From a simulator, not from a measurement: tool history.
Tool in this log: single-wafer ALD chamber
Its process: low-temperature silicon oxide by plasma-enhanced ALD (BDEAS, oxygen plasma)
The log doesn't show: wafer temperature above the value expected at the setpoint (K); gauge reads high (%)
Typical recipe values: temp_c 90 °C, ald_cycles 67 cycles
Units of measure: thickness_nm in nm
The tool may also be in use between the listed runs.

| run | day | temp_c | ald_cycles | wafers since the last listed run | hours since the last thermocouple change | hours since the gauge calibration | read-back reference wafer on the same gauge, thickness_nm | thickness_nm |
|---|---|---|---|---|---|---|---|---|
| 1 | 0 | 95 | 67 | 0 | 827.5 | 305.3 | 11.015 | 9.159 |
| 2 | 0.508 | 95 | 67 | 76 | 839.7 | 317.5 | 11.007 | 9.149 |
| 3 | 1.075 | 95 | 67 | 85 | 853.3 | 331.1 | 11.005 | 9.154 |
| 4 | 1.646 | 90 | 74 | 86 | 867 | 344.8 | 11.01 | 10.269 |
| 5 | 2.579 | 90 | 74 | 141 | 889.4 | 367.2 | 11.012 | 10.233 |
| 6 | 3.775 | 90 | 67 | 181 | 918.1 | 395.9 | 11.001 | 9.229 |
| 7 | 5.058 | 90 | 67 | 194 | 948.9 | 426.7 | 11.012 | 9.284 |
| 8 | 6.1 | 90 | 67 | 157 | 973.9 | 451.7 | 11.007 | 9.245 |
| 9 | 7.367 | 90 | 67 | 191 | 1004.3 | 482.1 | 11.01 | 9.309 |
| 10 | 8.212 | 90 | 67 | 128 | 1024.6 | 502.4 | 11.012 | 9.329 |
| 11 | 9.425 | 90 | 67 | 183 | 1053.7 | 531.5 | 11.011 | 9.27 |
| 12 | 10.196 | 90 | 63 | 116 | 1072.2 | 550 | 11.005 | 8.728 |
| 13 | 11.642 | 90 | 63 | 218 | 1106.9 | 584.7 | 11.004 | 8.72 |
| 14 | 12.633 | 90 | 63 | 150 | 1130.7 | 608.5 | 11.009 | 8.725 |
| 15 | 13.292 | 90 | 67 | 99 | 1146.5 | 624.3 | 11.012 | 9.269 |
| 16 | 13.833 | 90 | 67 | 81 | 1159.5 | 637.3 | 11.008 | 9.276 |
| 17 | 14.662 | 90 | 71 | 125 | 1179.4 | 657.2 | 11.011 | 9.823 |
|  | 15.792 | gauge calibrated |
| 18 | 15.875 | 90 | 67 | 183 | 1208.5 | 2 | 11.013 | 9.288 |
|  | 16.733 | thermocouple changed; heater temperature recalibrated |
| 19 | 16.812 | 83 | 78 | 91 | 1.9 | 24.5 | 11.008 | 11.326 |
| 20 | 17.754 | 90 | 67 | 142 | 24.5 | 47.1 | 11.004 | 9.456 |
| 21 | 19.067 | 83 | 54 | 198 | 56 | 78.6 | 11.008 | 7.789 |
| 22 | 20.133 | 90 | 67 | 161 | 81.6 | 104.2 | 11.008 | 9.43 |
| 23 | 21.242 | 77 | 63 | 167 | 108.2 | 130.8 | 11.015 | 9.243 |
| 24 | 21.833 | 80 | 59 | 89 | 122.4 | 145 | 11.008 | 8.604 |
| 25 | 22.45 | 79 | 63 | 93 | 137.2 | 159.8 | 11.014 | 9.226 |
| 26 | 23.9 | 82 | 76 | 219 | 172 | 194.6 | 11.007 | 10.96 |
| 27 | 24.812 | 90 | 76 | 138 | 193.9 | 216.5 | 11.017 | 10.69 |
| 28 | 25.504 | 90 | 67 | 104 | 210.5 | 233.1 | 11.013 | 9.412 |
| 29 | 26.038 | 105 | 73 | 80 | 223.3 | 245.9 | 11.019 | 9.867 |
| 30 | 26.838 | 90 | 67 | 121 | 242.5 | 265.1 | 11.009 | 9.451 |
| 31 | 27.508 | 90 | 78 | 101 | 258.6 | 281.2 | 11.015 | 10.946 |
| 32 | 28.983 | 103 | 67 | 223 | 294 | 316.6 | 11.006 | 9.093 |
| 33 | 30.058 | 83 | 54 | 162 | 319.8 | 342.4 | 11.008 | 7.745 |

Predict each of these 5 candidate next runs independently; none follows another, all start after run 33:
| A | 30.079 | 105 | 67 | 3 | 320.3 | 342.9 | ? | ? |
| B | 30.079 | 90 | 64 | 3 | 320.3 | 342.9 | ? | ? |
| C | 30.079 | 90 | 62 | 3 | 320.3 | 342.9 | ? | ? |
| D | 30.079 | 99 | 55 | 3 | 320.3 | 342.9 | ? | ? |
| E | 30.079 | 102 | 79 | 3 | 320.3 | 342.9 | ? | ? |

| run | read-back reference wafer on the same gauge, thickness_nm | thickness_nm |
|---|---|---|
| A | 11.007 | 9.065 |
| B | 11.007 | 8.991 |
| C | 11.007 | 8.71 |
| D | 11.007 | 7.515 |
| E | 11.007 | 10.742 |
What these runs would have given with no unlogged condition in the tool:
| run | thickness_nm |
|---|---|
| A | 9.109 |
| B | 9.075 |
| C | 8.791 |
| D | 7.576 |
| E | 10.793 |
